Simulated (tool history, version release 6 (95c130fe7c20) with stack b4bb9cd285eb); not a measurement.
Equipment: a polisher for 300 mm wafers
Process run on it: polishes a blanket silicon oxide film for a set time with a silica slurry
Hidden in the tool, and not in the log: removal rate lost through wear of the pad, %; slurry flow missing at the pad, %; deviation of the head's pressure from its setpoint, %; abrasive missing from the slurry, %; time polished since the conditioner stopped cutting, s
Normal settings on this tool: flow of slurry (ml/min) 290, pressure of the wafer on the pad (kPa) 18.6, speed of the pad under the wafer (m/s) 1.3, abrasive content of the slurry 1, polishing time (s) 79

run,hour,flow of slurry (ml/min),pressure of the wafer on the pad (kPa),speed of the pad under the wafer (m/s),abrasive content of the slurry,polishing time (s),wafers since the last listed run,wafers polished on this pad,hours since the slurry nozzle was cleaned,hours since the head pressure was calibrated,hours since the slurry blender was calibrated,hours since the conditioning disc was replaced,"incoming thickness of the incoming film, nm",film removed (angstrom)
1,0,290,18.6,1.3,1,79,0,974,100.8,986.5,428.9,24.1,1225.8,1458
# hour 65.5: slurry blender recalibrated
2,69.7,290,18.6,1.3,1,79,427,1401,170.5,1056.2,4.2,93.8,1228.1,1673
3,133.9,290,18.6,1.3,1,79,405,1806,234.7,1120.4,68.4,158,1243.4,1643
# hour 199: head pressure recalibrated
4,219,290,18.6,1.62,1,79,524,2330,319.8,20,153.5,243.1,1225.3,1856
5,282.3,290,18.6,1.62,1,79,399,2729,383.1,83.3,216.8,306.4,1227,1818
6,370.4,290,17.2,1.3,1,79,555,3285,471.2,171.4,304.9,394.5,1236.7,1428
# hour 394.6: slurry nozzle cleaned
7,454.3,290,18.6,1.3,1,79,523,3808,59.7,255.3,388.8,478.4,1218.8,1488
# hour 492.6: worn pad replaced by a new one
8,542.5,290,18.6,1.3,1,79,531,314,147.9,343.5,477,566.6,1237.6,1469
# hour 564.6: conditioning disc replaced and pad reconditioned
9,589.5,290,18.6,1.3,1,90,283,598,194.9,390.5,524,24.9,1228.9,1674
# hour 610.9: slurry blender recalibrated
10,676.2,290,18.6,1.3,1,79,534,1133,281.6,477.2,65.3,111.6,1231.7,1562
11,732.2,290,13.8,1.66,0.9,97,353,1486,337.6,533.2,121.3,167.6,1228.1,1589
12,824.5,290,18.6,1.3,1.2,79,582,2068,429.9,625.5,213.6,259.9,1225.1,1663
13,870.7,320,22.1,1.3,0.7,79,291,2360,476.1,671.7,259.8,306.1,1232.8,1509
# hour 920.8: slurry nozzle cleaned
14,977.7,205,18.6,1.3,0.8,91,668,3028,56.9,778.7,366.8,413.1,1246,1464
# hour 1008.4: worn pad replaced by a new one
15,1069.4,350,18.6,1.3,1,79,553,384,148.6,870.4,458.5,504.8,1223.3,1496
# hour 1103.6: conditioning disc replaced and pad reconditioned
16,1109.1,230,18.6,0.98,1,79,237,622,188.3,910.1,498.2,5.5,1231.2,1172
17,1171.7,370,12.4,1.3,1.15,79,394,1017,250.9,972.7,560.8,68.1,1212.4,1035
# hour 1245.6: slurry blender recalibrated
18,1276.9,190,18.6,1.3,1,63,651,1668,356.1,1077.9,31.3,173.3,1218.5,1273
19,1471.1,290,18.6,1.3,1,102,1225,2893,550.3,1272.1,225.5,367.5,1233.5,1946
20,1515.9,290,18.6,1.52,1,67,282,3176,595.1,1316.9,270.3,412.3,1230.8,1427
# hour 1556.8: worn pad replaced by a new one
# hour 1561: head pressure recalibrated
# hour 1565.2: slurry nozzle cleaned
# hour 1716.6: conditioning disc replaced and pad reconditioned
# hour 1774.3: slurry blender recalibrated
21,1829.4,290,18.6,1.3,0.75,98,1908,1675,264.2,268.4,55.1,112.8,1224.7,1746
22,1899.4,290,18.6,0.98,1,79,441,2117,334.2,338.4,125.1,182.8,1231.6,1300
23,1982.6,290,18.6,1.52,1,67,524,2642,417.4,421.6,208.3,266,1224.4,1432
# hour 2053.2: worn pad replaced by a new one
# hour 2077.5: slurry nozzle cleaned
24,2090.1,290,18.6,1.3,1,79,646,226,12.6,529.1,315.8,373.5,1219.5,1509
25,2165.5,290,18.6,1.3,1,102,475,702,88,604.5,391.2,448.9,1219.5,1906

Exercise: give the hidden state of the tool at every run:
removal rate lost through wear of the pad, %: 0 at every run
slurry flow missing at the pad, %: 0 at every run
deviation of the head's pressure from its setpoint, %: 0 at every run
time polished since the conditioner stopped cutting, s: 0 at every run
H1: abrasive missing from the slurry, %
run,H1
1,26
2,1.47
3,9.22
4,16.2
5,19.7
6,23
7,24.9
8,26.3
9,26.7
10,11.2
11,16.2
12,21.8
13,23.7
14,26.8
15,28.3
16,28.8
17,29.3
18,5.31
19,20.3
20,22.1
21,10.6
22,17
23,22.1
24,26.1
25,27.8

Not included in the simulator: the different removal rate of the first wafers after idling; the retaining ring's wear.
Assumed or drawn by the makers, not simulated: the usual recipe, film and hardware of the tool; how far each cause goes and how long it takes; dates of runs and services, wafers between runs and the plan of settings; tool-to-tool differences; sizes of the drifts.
